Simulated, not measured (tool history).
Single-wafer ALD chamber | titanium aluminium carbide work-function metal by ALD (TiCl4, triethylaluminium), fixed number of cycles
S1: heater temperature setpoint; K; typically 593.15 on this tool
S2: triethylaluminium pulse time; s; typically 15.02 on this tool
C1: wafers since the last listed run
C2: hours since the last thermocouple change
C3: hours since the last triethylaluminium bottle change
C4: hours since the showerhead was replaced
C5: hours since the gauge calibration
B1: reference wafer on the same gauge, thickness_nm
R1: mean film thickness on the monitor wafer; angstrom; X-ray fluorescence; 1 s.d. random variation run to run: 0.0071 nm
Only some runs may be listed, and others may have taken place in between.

Run 1, hour 0.0: usual settings; C1 0; C2 1200.8; C3 1172.4; C4 5360.4; C5 317.2; B1 2.513. Result: R1 21.96 angstrom.
Run 2, hour 23.8: usual settings; C1 274; C2 1224.6; C3 1196.2; C4 5384.2; C5 341.0; B1 2.510. Result: R1 21.71 angstrom.
Run 3, hour 41.8: usual settings but S2 10.61 s; C1 207; C2 1242.6; C3 1214.2; C4 5402.2; C5 359.0; B1 2.510. Result: R1 20.51 angstrom.
Run 4, hour 59.3: usual settings but S2 10.61 s; C1 201; C2 1260.1; C3 1231.7; C4 5419.7; C5 376.5; B1 2.510. Result: R1 20.38 angstrom.
Run 5, hour 89.7: usual settings but S2 17.10 s; C1 350; C2 1290.5; C3 1262.1; C4 5450.1; C5 406.9; B1 2.512. Result: R1 21.95 angstrom.
Run 6, hour 100.0: usual settings but S2 17.10 s; C1 118; C2 1300.8; C3 1272.4; C4 5460.4; C5 417.2; B1 2.511. Result: R1 22.01 angstrom.
Run 7, hour 113.4: usual settings but S1 582.15 K; C1 154; C2 1314.2; C3 1285.8; C4 5473.8; C5 430.6; B1 2.511. Result: R1 20.82 angstrom.
Run 8, hour 130.0: usual settings but S1 582.15 K; C1 191; C2 1330.8; C3 1302.4; C4 5490.4; C5 447.2; B1 2.512. Result: R1 20.67 angstrom.
Run 9, hour 138.6: usual settings but S1 582.15 K; C1 99; C2 1339.4; C3 1311.0; C4 5499.0; C5 455.8; B1 2.509. Result: R1 20.83 angstrom.
Run 10, hour 145.8: usual settings; C1 82; C2 1346.6; C3 1318.2; C4 5506.2; C5 463.0; B1 2.509. Result: R1 21.57 angstrom.
At hour 162.0: triethylaluminium bottle replaced.
Run 11, hour 162.5: usual settings; C1 100; C2 1363.3; C3 0.5; C4 5522.9; C5 479.7; B1 2.508. Result: R1 22.18 angstrom.
At hour 183.6: showerhead replaced.
Run 12, hour 184.1: usual settings but S2 19.59 s; C1 156; C2 1384.9; C3 22.1; C4 0.5; C5 501.3; B1 2.511. Result: R1 22.29 angstrom.
Run 13, hour 192.8: usual settings; C1 100; C2 1393.6; C3 30.8; C4 9.2; C5 510.0; B1 2.509. Result: R1 22.21 angstrom.
Run 14, hour 204.5: usual settings; C1 134; C2 1405.3; C3 42.5; C4 20.9; C5 521.7; B1 2.511. Result: R1 22.13 angstrom.
Run 15, hour 221.4: usual settings but S1 580.15 K, S2 19.95 s; C1 194; C2 1422.2; C3 59.4; C4 37.8; C5 538.6; B1 2.510. Result: R1 21.19 angstrom.
Run 16, hour 237.7: usual settings but S1 589.15 K, S2 13.08 s; C1 187; C2 1438.5; C3 75.7; C4 54.1; C5 554.9; B1 2.511. Result: R1 21.77 angstrom.
Run 17, hour 247.5: usual settings; C1 112; C2 1448.3; C3 85.5; C4 63.9; C5 564.7; B1 2.509. Result: R1 22.23 angstrom.
Run 18, hour 263.4: usual settings; C1 183; C2 1464.2; C3 101.4; C4 79.8; C5 580.6; B1 2.513. Result: R1 22.22 angstrom.
Run 19, hour 280.1: usual settings but S1 586.15 K, S2 18.50 s; C1 192; C2 1480.9; C3 118.1; C4 96.5; C5 597.3; B1 2.513. Result: R1 21.81 angstrom.
At hour 292.0: thermocouple changed; heater temperature recalibrated.
Run 20, hour 294.6: usual settings; C1 74; C2 2.6; C3 132.6; C4 111.0; C5 611.8; B1 2.508. Result: R1 22.11 angstrom.
Run 21, hour 308.0: usual settings; C1 154; C2 16.0; C3 146.0; C4 124.4; C5 625.2; B1 2.507. Result: R1 22.11 angstrom.
Run 22, hour 320.8: usual settings but S1 583.15 K, S2 20.56 s; C1 147; C2 28.8; C3 158.8; C4 137.2; C5 638.0; B1 2.511. Result: R1 21.52 angstrom.
Run 23, hour 332.9: usual settings but S1 606.15 K, S2 13.32 s; C1 139; C2 40.9; C3 170.9; C4 149.3; C5 650.1; B1 2.513. Result: R1 23.28 angstrom.
At hour 354.7: gauge calibrated.
Run 24, hour 384.9: usual settings; C1 599; C2 92.9; C3 222.9; C4 201.3; C5 30.2; B1 2.511. Result: R1 22.18 angstrom.
Run 25, hour 393.5: usual settings but S1 579.15 K, S2 20.79 s; C1 99; C2 101.5; C3 231.5; C4 209.9; C5 38.8; B1 2.509. Result: R1 21.14 angstrom.
Run 26, hour 404.5: usual settings; C1 126; C2 112.5; C3 242.5; C4 220.9; C5 49.8; B1 2.511. Result: R1 22.07 angstrom.
Run 27, hour 412.0: usual settings but S1 585.15 K, S2 19.21 s; C1 86; C2 120.0; C3 250.0; C4 228.4; C5 57.3; B1 2.509. Result: R1 21.55 angstrom.
Run 28, hour 424.7: usual settings but S2 10.68 s; C1 146; C2 132.7; C3 262.7; C4 241.1; C5 70.0; B1 2.510. Result: R1 21.59 angstrom.
Run 29, hour 436.6: usual settings but S1 585.15 K; C1 137; C2 144.6; C3 274.6; C4 253.0; C5 81.9; B1 2.510. Result: R1 21.39 angstrom.
Run 30, hour 449.1: usual settings but S2 12.23 s; C1 144; C2 157.1; C3 287.1; C4 265.5; C5 94.4; B1 2.511. Result: R1 21.95 angstrom.
Run 31, hour 457.4: usual settings but S1 605.15 K, S2 9.32 s; C1 95; C2 165.4; C3 295.4; C4 273.8; C5 102.7; B1 2.509. Result: R1 22.08 angstrom.
Run 32, hour 464.7: usual settings but S1 588.15 K, S2 11.50 s; C1 84; C2 172.7; C3 302.7; C4 281.1; C5 110.0; B1 2.511. Result: R1 21.25 angstrom.
Run 33, hour 479.6: usual settings but S1 586.15 K, S2 18.50 s; C1 171; C2 187.6; C3 317.6; C4 296.0; C5 124.9; B1 2.511. Result: R1 21.62 angstrom.
Run 34, hour 488.6: usual settings but S2 10.68 s; C1 103; C2 196.6; C3 326.6; C4 305.0; C5 133.9; B1 2.510. Result: R1 21.64 angstrom.

Alternative continuations, all from the tool just after run 34; predict every row:
Run A, hour 489.0: usual settings; C1 4; C2 197.0; C3 327.0; C4 305.4; C5 134.3; B1 ?. Result: R1 ?.
Run B, hour 489.0: usual settings but S1 602.15 K, S2 19.42 s; C1 4; C2 197.0; C3 327.0; C4 305.4; C5 134.3; B1 ?. Result: R1 ?.
Run C, hour 489.0: usual settings but S1 588.15 K, S2 9.16 s; C1 4; C2 197.0; C3 327.0; C4 305.4; C5 134.3; B1 ?. Result: R1 ?.

run     B1     R1
  A  2.511  22.30
  B  2.511  23.24
  C  2.511  20.54
Had the tool no hidden state, the same runs would have come out as:
run     R1
  A  22.33
  B  23.25
  C  20.68

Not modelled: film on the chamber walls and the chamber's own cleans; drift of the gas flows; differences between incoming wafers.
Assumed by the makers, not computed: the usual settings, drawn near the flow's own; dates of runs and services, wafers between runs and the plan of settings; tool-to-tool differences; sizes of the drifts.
